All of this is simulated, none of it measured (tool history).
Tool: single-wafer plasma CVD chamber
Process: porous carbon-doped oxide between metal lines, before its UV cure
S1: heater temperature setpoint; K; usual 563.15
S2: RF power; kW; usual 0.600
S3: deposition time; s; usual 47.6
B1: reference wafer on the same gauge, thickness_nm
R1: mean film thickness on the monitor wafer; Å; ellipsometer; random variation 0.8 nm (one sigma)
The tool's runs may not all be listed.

run 1 hour=0.0 | S1=563.15 S2=0.600 S3=47.6 | B1=292.848 | R1=2948.72
run 2 hour=42.7 | S1=563.15 S2=0.600 S3=47.6 | B1=293.213 | R1=2951.88
run 3 hour=131.5 | S1=563.15 S2=0.600 S3=47.6 | B1=292.777 | R1=2951.67
run 4 hour=232.6 | S1=554.15 S2=0.600 S3=47.6 | B1=292.913 | R1=3149.25
run 5 hour=280.3 | S1=574.15 S2=0.600 S3=47.6 | B1=292.926 | R1=2751.29
run 6 hour=360.9 | S1=574.15 S2=0.600 S3=47.6 | B1=292.867 | R1=2766.21
-- hour=501.3 RF generator calibrated
run 7 hour=648.7 | S1=563.15 S2=0.600 S3=47.6 | B1=292.983 | R1=2958.73
run 8 hour=723.1 | S1=563.15 S2=0.600 S3=47.6 | B1=293.001 | R1=2963.12
run 9 hour=828.9 | S1=563.15 S2=0.600 S3=47.6 | B1=293.351 | R1=2968.53
-- hour=876.5 showerhead replaced
run 10 hour=889.4 | S1=563.15 S2=0.600 S3=47.6 | B1=292.949 | R1=2964.17
run 11 hour=930.2 | S1=553.15 S2=0.715 S3=55.2 | B1=292.685 | R1=4035.24
run 12 hour=1213.3 | S1=552.15 S2=0.600 S3=47.6 | B1=292.992 | R1=3220.60
run 13 hour=1291.3 | S1=563.15 S2=0.600 S3=47.6 | B1=292.771 | R1=2975.93
run 14 hour=1367.7 | S1=555.15 S2=0.600 S3=47.6 | B1=292.728 | R1=3154.57
run 15 hour=1456.6 | S1=563.15 S2=0.600 S3=47.6 | B1=293.081 | R1=2982.86
run 16 hour=1525.4 | S1=563.15 S2=0.600 S3=47.6 | B1=292.749 | R1=2977.68
run 17 hour=1612.0 | S1=559.15 S2=0.655 S3=47.6 | B1=292.457 | R1=3212.86
-- hour=1625.5 RF generator calibrated
-- hour=1780.3 thermocouple changed; heater temperature recalibrated
run 18 hour=1816.8 | S1=552.15 S2=0.550 S3=51.2 | B1=292.824 | R1=3214.72
run 19 hour=1856.3 | S1=563.15 S2=0.490 S3=47.6 | B1=293.089 | R1=2631.74
-- hour=1941.3 gauge calibrated
run 20 hour=1943.5 | S1=563.15 S2=0.500 S3=47.6 | B1=293.371 | R1=2654.49
run 21 hour=2020.4 | S1=572.15 S2=0.490 S3=39.3 | B1=292.996 | R1=2053.42
run 22 hour=2096.2 | S1=563.15 S2=0.600 S3=43.1 | B1=292.984 | R1=2630.11

The next listed run, before its measurement:
run 23 hour=2158.7 | S1=563.15 S2=0.600 S3=47.6 | B1=? | R1=?

Run 23 gave B1 292.856, R1 2898.12 Å.
Without the tool's hidden state the same run would have given R1 2966.85 Å.
